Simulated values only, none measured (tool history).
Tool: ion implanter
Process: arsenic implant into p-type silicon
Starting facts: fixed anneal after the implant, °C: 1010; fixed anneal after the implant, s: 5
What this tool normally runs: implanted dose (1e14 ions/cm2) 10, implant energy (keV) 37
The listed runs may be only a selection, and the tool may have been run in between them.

run	day	implanted dose (1e14 ions/cm2)	implant energy (keV)	wafers since the last listed run	hours since the last dose calibration	hours since the extraction supply was calibrated	hours since the gauge calibration	read-back reference wafer on the same gauge, sheet resistance	sheet resistance of the implanted and annealed layer (ohm/square)
1	0	8.64	37	0	202.2	3192.3	1050.8	119	126.35
2	2.867	10	37	792	271	3261.1	1119.6	118.98	115.29
3	6.875	11.28	37	1108	367.2	3357.3	1215.8	118.94	107.62
4	8.6	11.28	37	477	408.6	3398.7	1257.2	118.99	107.8
5	10.288	10	40	466	449.1	3439.2	1297.7	119.02	112.12
6	13.525	10	40	895	526.8	3516.9	1375.4	119.04	111.74
7	26.458	11.2	37	3577	837.2	3827.3	1685.8	118.95	107.26
8	28.058	11.2	37	442	875.6	3865.7	1724.2	119.08	106.59
9	30.579	11.2	37	697	936.1	3926.2	1784.7	118.96	106.69
10	32.212	7.96	37	451	975.3	3965.4	1823.9	118.96	131.44
11	35.062	7.96	37	788	1043.7	4033.8	1892.3	118.97	131.02
12	37.104	7.96	37	564	1092.7	4082.8	1941.3	119.05	130.92
13	39.654	10	29	705	1153.9	4144	2002.5	119.09	122.49
14	41.958	11.29	49	637	1209.2	4199.3	2057.8	119.07	97.53
15	44.188	10	37	616	1262.7	4252.8	2111.3	119.08	112.74
16	48.079	7.21	31.5	1076	1356.1	4346.2	2204.7	119.09	144.7
# day 48.625: gauge calibrated
17	49.792	7.66	37	473	1397.2	4387.3	28	118.94	133.78
# day 51.333: Faraday cup replaced and dose calibrated
18	52.029	10	37	526	16.7	4441	81.7	119.15	116.41
19	54.792	7.21	31.5	764	83	4507.3	148	118.97	149.07
# day 55.312: extraction supply calibrated
20	58.296	11.39	37	877	167.1	71.6	232.1	119.01	107.49
21	59.988	10	44.5	467	207.7	112.2	272.7	118.99	110.63
22	63.45	7.87	25.5	957	290.8	195.3	355.8	118.98	147.42
23	76.342	11.2	37	3565	600.2	504.7	665.2	118.98	107.78
24	79.65	7.96	49	915	679.6	584.1	744.6	119.07	125.55
25	82.879	8.44	24.5	893	757.1	661.6	822.1	119	141.93
26	86.55	8.49	30.5	1015	845.2	749.7	910.2	119.08	133.02
27	88.375	10.88	46.5	504	889	793.5	954	119.09	101.87

Each run again, without the hidden state but with its own random variation kept:
What the log doesn't record here: deviation of the true dose from the Faraday cup's reading, %; deviation of the true energy from its setpoint, %; gauge reads high (%).
run	sheet resistance of the implanted and annealed layer (ohm/square)
1	126.76
2	115.81
3	108.26
4	108.53
5	113.11
6	112.92
7	108.91
8	108.31
9	108.54
10	134.51
11	134.31
12	134.37
13	125.1
14	99.99
15	115.73
16	149.43
17	138.41
18	116.16
19	148.96
20	107.61
21	110.89
22	148.01
23	108.84
24	127.52
25	143.84
26	135.29
27	103.67
